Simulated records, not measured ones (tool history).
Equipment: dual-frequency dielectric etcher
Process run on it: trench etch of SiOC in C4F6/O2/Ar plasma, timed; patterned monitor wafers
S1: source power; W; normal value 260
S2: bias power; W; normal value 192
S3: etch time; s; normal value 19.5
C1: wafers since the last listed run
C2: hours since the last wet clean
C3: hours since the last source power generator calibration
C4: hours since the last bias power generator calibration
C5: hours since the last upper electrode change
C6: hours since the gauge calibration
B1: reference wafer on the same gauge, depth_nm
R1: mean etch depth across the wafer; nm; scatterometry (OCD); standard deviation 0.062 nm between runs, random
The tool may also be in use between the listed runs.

run	day	S1	S2	S3	C1	C2	C3	C4	C5	C6	B1	R1
1	0	260	192	19.5	0	244.7	2107.2	3129.1	3045.9	473.1	39.3	34.59
# day 5.688: wet clean of the chamber
2	5.708	260	192	19.5	1097	0.5	2244.2	3266.1	3182.9	610.1	39.32	34.88
3	7.104	260	192	19.5	325	34	2277.7	3299.6	3216.4	643.6	39.28	34.85
4	9.471	300	163	19.5	551	90.8	2334.5	3356.4	3273.2	700.4	39.3	34.13
5	11.783	260	192	19.5	539	146.3	2390	3411.9	3328.7	755.9	39.3	34.63
6	13.088	260	192	19.5	304	177.6	2421.3	3443.2	3360	787.2	39.32	34.74
7	14.217	260	192	19.5	263	204.7	2448.4	3470.3	3387.1	814.3	39.3	34.51
8	15.379	260	192	19.5	271	232.6	2476.3	3498.2	3415	842.2	39.28	34.5
9	17.512	260	176	23.5	497	283.8	2527.5	3549.4	3466.2	893.4	39.31	40.27
# day 19.071: wet clean of the chamber
# day 19.621: source power generator calibrated
10	19.796	260	176	23.5	260	17.4	4.2	3604.2	3521	948.2	39.31	41.23
11	21.796	260	176	23.5	466	65.4	52.2	3652.2	3569	996.2	39.3	41.06
12	22.942	260	192	19.5	267	92.9	79.7	3679.7	3596.5	1023.7	39.3	35.16
# day 23.471: gauge calibrated
13	25.604	200	192	19.5	620	156.8	143.6	3743.6	3660.4	51.2	39.29	32.43
14	28.433	260	226	24.5	659	224.7	211.5	3811.5	3728.3	119.1	39.34	46.45
# day 31.638: upper electrode replaced
15	31.658	260	192	19.5	518	302.1	288.9	3888.9	0.5	196.5	39.31	34.61
# day 32.842: wet clean of the chamber
16	33.479	260	164	19.5	191	15.3	332.6	3932.6	44.2	240.2	39.3	33.14
# day 35.533: bias power generator calibrated
17	35.925	260	192	19.5	531	74	391.3	9.4	102.9	298.9	39.28	34.81
18	37.979	260	192	19.5	478	123.3	440.6	58.7	152.2	348.2	39.29	34.71
19	39.058	280	169	25	251	149.2	466.5	84.6	178.1	374.1	39.3	43.56
20	41.171	260	192	19.5	492	199.9	517.2	135.3	228.8	424.8	39.27	34.68
21	43.817	260	171	15.5	616	263.4	580.7	198.8	292.3	488.3	39.3	26.42
# day 46.804: wet clean of the chamber
22	49.483	260	206	21.5	1088	64.3	716.7	334.8	428.3	624.3	39.3	39.41
23	51.3	260	192	16	423	107.9	760.3	378.4	471.9	667.9	39.3	28.53
24	53.629	260	192	19.5	543	163.8	816.2	434.3	527.8	723.8	39.31	34.55
25	55.512	260	223	25	439	209	861.4	479.5	573	769	39.28	46.66

5 options for the next run, each taken on its own from the tool as it stands now. Forecast them:
A	55.529	230	192	19.5	3	209.4	861.8	479.9	573.4	769.4	?	?
B	55.529	290	239	13.5	3	209.4	861.8	479.9	573.4	769.4	?	?
C	55.529	260	192	23	3	209.4	861.8	479.9	573.4	769.4	?	?
D	55.529	260	192	18	3	209.4	861.8	479.9	573.4	769.4	?	?
E	55.529	260	175	19.5	3	209.4	861.8	479.9	573.4	769.4	?	?

run	B1	R1
A	39.32	33.45
B	39.32	26.83
C	39.32	40.88
D	39.32	31.99
E	39.32	33.53
The same runs, with their run-to-run variation unchanged, on a tool lacking any hidden condition would have given:
run	R1
A	34.02
B	27.28
C	41.58
D	32.54
E	34.1
